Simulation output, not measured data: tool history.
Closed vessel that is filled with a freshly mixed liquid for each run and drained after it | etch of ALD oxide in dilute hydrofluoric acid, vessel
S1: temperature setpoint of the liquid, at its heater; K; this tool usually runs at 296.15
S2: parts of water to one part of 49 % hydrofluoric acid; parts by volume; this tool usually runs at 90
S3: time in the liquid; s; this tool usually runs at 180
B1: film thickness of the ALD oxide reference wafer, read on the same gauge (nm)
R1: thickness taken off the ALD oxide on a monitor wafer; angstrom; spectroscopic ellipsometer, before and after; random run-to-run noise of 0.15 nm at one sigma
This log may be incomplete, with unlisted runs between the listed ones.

{"run": 1, "day": 0.0, "S1": 296.15, "S2": 90, "S3": 145, "B1": 145.4, "R1": 195.4}
{"run": 2, "day": 1.321, "S1": 296.15, "S2": 90, "S3": 145, "B1": 145.5, "R1": 193.5}
{"run": 3, "day": 4.254, "S1": 296.15, "S2": 90, "S3": 180, "B1": 141.04, "R1": 235}
{"run": 4, "day": 5.329, "S1": 296.15, "S2": 90, "S3": 180, "B1": 141.46, "R1": 235.8}
{"run": 5, "day": 6.65, "S1": 296.15, "S2": 90, "S3": 180, "B1": 141.94, "R1": 237.8}
{"run": 6, "day": 7.796, "S1": 296.15, "S2": 90, "S3": 180, "B1": 142.28, "R1": 239.2}
{"run": 7, "day": 8.988, "S1": 296.15, "S2": 90, "S3": 115, "B1": 142.65, "R1": 151.3}
{"run": 8, "day": 9.829, "S1": 296.15, "S2": 90, "S3": 115, "B1": 142.86, "R1": 151.8}
{"run": 9, "day": 10.396, "S1": 296.15, "S2": 90, "S3": 115, "B1": 143, "R1": 154.4}
{"run": 10, "day": 11.858, "S1": 293.65, "S2": 75, "S3": 180, "B1": 143.35, "R1": 260}
{"run": 11, "day": 12.925, "S1": 296.15, "S2": 90, "S3": 180, "B1": 143.62, "R1": 237.5}
{"run": 12, "day": 13.725, "S1": 292.15, "S2": 110, "S3": 245, "B1": 143.79, "R1": 222.3}
{"run": 13, "day": 14.483, "S1": 292.15, "S2": 80, "S3": 265, "B1": 143.94, "R1": 341.2}
{"run": 14, "day": 15.925, "S1": 296.15, "S2": 90, "S3": 180, "B1": 144.21, "R1": 238.2}
{"run": 15, "day": 16.996, "S1": 298.15, "S2": 60, "S3": 140, "B1": 144.39, "R1": 312.4}
{"run": 16, "day": 17.85, "S1": 292.15, "S2": 45, "S3": 140, "B1": 144.56, "R1": 335.1}
{"run": 17, "day": 19.158, "S1": 298.15, "S2": 125, "S3": 180, "B1": 144.78, "R1": 181.3}
{"run": 18, "day": 19.683, "S1": 299.15, "S2": 115, "S3": 100, "B1": 144.81, "R1": 115.2}
{"run": 19, "day": 20.242, "S1": 296.15, "S2": 110, "S3": 180, "B1": 144.88, "R1": 194.9}
{"run": 20, "day": 20.892, "S1": 296.15, "S2": 90, "S3": 180, "B1": 144.93, "R1": 243.1}
{"run": 21, "day": 21.633, "S1": 296.15, "S2": 90, "S3": 180, "B1": 145.08, "R1": 242.5}
{"run": 22, "day": 22.338, "S1": 296.15, "S2": 90, "S3": 180, "B1": 145.18, "R1": 241.1}
{"run": 23, "day": 23.2, "S1": 299.65, "S2": 90, "S3": 180, "B1": 145.28, "R1": 281.4}
{"run": 24, "day": 24.092, "S1": 300.65, "S2": 100, "S3": 110, "B1": 145.38, "R1": 155.5}
{"run": 25, "day": 24.754, "S1": 291.65, "S2": 90, "S3": 180, "B1": 145.42, "R1": 202.5}
{"run": 26, "day": 26.125, "S1": 293.65, "S2": 90, "S3": 180, "B1": 145.62, "R1": 218}
{"run": 27, "day": 26.871, "S1": 291.65, "S2": 115, "S3": 240, "B1": 145.63, "R1": 204.2}
{"run": 28, "day": 28.683, "S1": 296.15, "S2": 90, "S3": 180, "B1": 145.78, "R1": 241.9}
{"run": 29, "day": 29.846, "S1": 299.15, "S2": 115, "S3": 100, "B1": 145.92, "R1": 116}
{"run": 30, "day": 30.6, "S1": 296.15, "S2": 90, "S3": 235, "B1": 145.94, "R1": 312.9}
{"run": 31, "day": 31.712, "S1": 296.15, "S2": 90, "S3": 180, "B1": 146, "R1": 239.5}
{"run": 32, "day": 33.112, "S1": 296.15, "S2": 50, "S3": 125, "B1": 146.12, "R1": 320.7}
{"run": 33, "day": 33.617, "S1": 296.15, "S2": 90, "S3": 180, "B1": 146.15, "R1": 241.6}

Removed from this log: 3 entries logged between the listed runs. Between which two listed runs does each belong, and how does the tool's hidden state at the listed run before it compare with that at the listed run after it?
Runs 2 to 3: gauge calibrated (day 2.479); thermometer replaced (day 3.358)
  gauge reads high (%): 3.89 -> 0.774
  what was measured, less what the result would be without the hidden state, R1: +7.3 -> +1.8 angstrom
Runs 16 to 17: hydrofluoric acid flow meter replaced (day 18.638)
  gauge reads high (%): 3.24 -> 3.38
  what was measured, less what the result would be without the hidden state, R1: +10.5 -> +6 angstrom
